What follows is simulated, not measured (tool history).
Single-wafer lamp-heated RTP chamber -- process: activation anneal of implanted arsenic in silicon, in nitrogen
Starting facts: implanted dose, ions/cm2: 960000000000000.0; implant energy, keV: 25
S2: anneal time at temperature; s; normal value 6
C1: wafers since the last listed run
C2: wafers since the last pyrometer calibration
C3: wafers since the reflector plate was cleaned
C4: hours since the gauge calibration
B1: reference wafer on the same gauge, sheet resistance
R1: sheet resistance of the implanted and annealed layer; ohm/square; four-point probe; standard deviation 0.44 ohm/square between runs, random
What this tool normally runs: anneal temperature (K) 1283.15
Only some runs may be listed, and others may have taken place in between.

{"run": 1, "hour": 0.0, "anneal temperature (K)": 1283.15, "S2": 7, "C1": 0, "C2": 2361, "C3": 2361, "C4": 567.2, "B1": 160.99, "R1": 134.25}
{"hour": 40.0, "done": "pyrometer window cleaned and pyrometer calibrated"}
{"hour": 139.7, "done": "gauge calibrated"}
{"run": 2, "hour": 195.2, "anneal temperature (K)": 1283.15, "S2": 6, "C1": 3345, "C2": 2773, "C3": 5707, "C4": 55.5, "B1": 160.98, "R1": 134.83}
{"hour": 236.4, "done": "pyrometer window cleaned and pyrometer calibrated"}
{"run": 3, "hour": 236.9, "anneal temperature (K)": 1283.15, "S2": 6, "C1": 602, "C2": 8, "C3": 6309, "C4": 97.2, "B1": 161.03, "R1": 138.17}
{"run": 4, "hour": 263.1, "anneal temperature (K)": 1283.15, "S2": 6, "C1": 468, "C2": 476, "C3": 6778, "C4": 123.4, "B1": 161, "R1": 137.19}
{"run": 5, "hour": 312.6, "anneal temperature (K)": 1283.15, "S2": 6, "C1": 884, "C2": 1361, "C3": 7662, "C4": 172.9, "B1": 160.9, "R1": 136.36}
{"run": 6, "hour": 355.1, "anneal temperature (K)": 1283.15, "S2": 5, "C1": 759, "C2": 2120, "C3": 8422, "C4": 215.4, "B1": 160.97, "R1": 136.5}
{"run": 7, "hour": 414.8, "anneal temperature (K)": 1283.15, "S2": 5, "C1": 1066, "C2": 3187, "C3": 9489, "C4": 275.1, "B1": 161.03, "R1": 136.55}
{"hour": 423.0, "done": "reflector plate cleaned"}
{"hour": 427.1, "done": "pyrometer window cleaned and pyrometer calibrated"}
{"run": 8, "hour": 454.5, "anneal temperature (K)": 1297.15, "S2": 5, "C1": 493, "C2": 489, "C3": 489, "C4": 314.8, "B1": 161.04, "R1": 134.36}
{"run": 9, "hour": 489.1, "anneal temperature (K)": 1297.15, "S2": 5, "C1": 618, "C2": 1107, "C3": 1107, "C4": 349.4, "B1": 161.06, "R1": 134.36}
{"run": 10, "hour": 530.3, "anneal temperature (K)": 1283.15, "S2": 6, "C1": 736, "C2": 1843, "C3": 1843, "C4": 390.6, "B1": 160.94, "R1": 136.09}
{"run": 11, "hour": 555.2, "anneal temperature (K)": 1303.15, "S2": 6, "C1": 445, "C2": 2288, "C3": 2288, "C4": 415.5, "B1": 161.02, "R1": 132.02}
{"hour": 595.4, "done": "pyrometer window cleaned and pyrometer calibrated"}
{"run": 12, "hour": 595.9, "anneal temperature (K)": 1303.15, "S2": 6, "C1": 584, "C2": 8, "C3": 2873, "C4": 456.2, "B1": 161.13, "R1": 132.95}
{"run": 13, "hour": 617.6, "anneal temperature (K)": 1283.15, "S2": 6, "C1": 387, "C2": 396, "C3": 3261, "C4": 477.9, "B1": 161.03, "R1": 136.45}
{"run": 14, "hour": 646.4, "anneal temperature (K)": 1269.15, "S2": 4, "C1": 514, "C2": 911, "C3": 3775, "C4": 506.7, "B1": 161.05, "R1": 141.78}
{"hour": 704.8, "done": "gauge calibrated"}
{"run": 15, "hour": 714.7, "anneal temperature (K)": 1265.15, "S2": 7, "C1": 1220, "C2": 2132, "C3": 4996, "C4": 9.9, "B1": 161.04, "R1": 137.36}
{"run": 16, "hour": 756.7, "anneal temperature (K)": 1283.15, "S2": 6, "C1": 750, "C2": 2882, "C3": 5747, "C4": 51.9, "B1": 160.89, "R1": 134.53}
{"hour": 779.9, "done": "pyrometer window cleaned and pyrometer calibrated"}
{"run": 17, "hour": 805.5, "anneal temperature (K)": 1283.15, "S2": 6, "C1": 729, "C2": 457, "C3": 6476, "C4": 100.7, "B1": 160.97, "R1": 136.77}
{"run": 18, "hour": 838.5, "anneal temperature (K)": 1261.15, "S2": 7, "C1": 589, "C2": 1047, "C3": 7066, "C4": 133.7, "B1": 161.04, "R1": 140.16}
{"run": 19, "hour": 902.3, "anneal temperature (K)": 1291.15, "S2": 9, "C1": 1140, "C2": 2187, "C3": 8206, "C4": 197.5, "B1": 160.96, "R1": 130.76}

Estimate the outcome of run 20 from the log above:
{"run": 20, "hour": 934.0, "anneal temperature (K)": 1263.15, "S2": 7, "C1": 566, "C2": 2754, "C3": 8772, "C4": 229.2, "B1": "?", "R1": "?"}

B1: 161
R1: 138.23 ohm/square
Without the tool's hidden state the same run would have given R1 141.18 ohm/square.

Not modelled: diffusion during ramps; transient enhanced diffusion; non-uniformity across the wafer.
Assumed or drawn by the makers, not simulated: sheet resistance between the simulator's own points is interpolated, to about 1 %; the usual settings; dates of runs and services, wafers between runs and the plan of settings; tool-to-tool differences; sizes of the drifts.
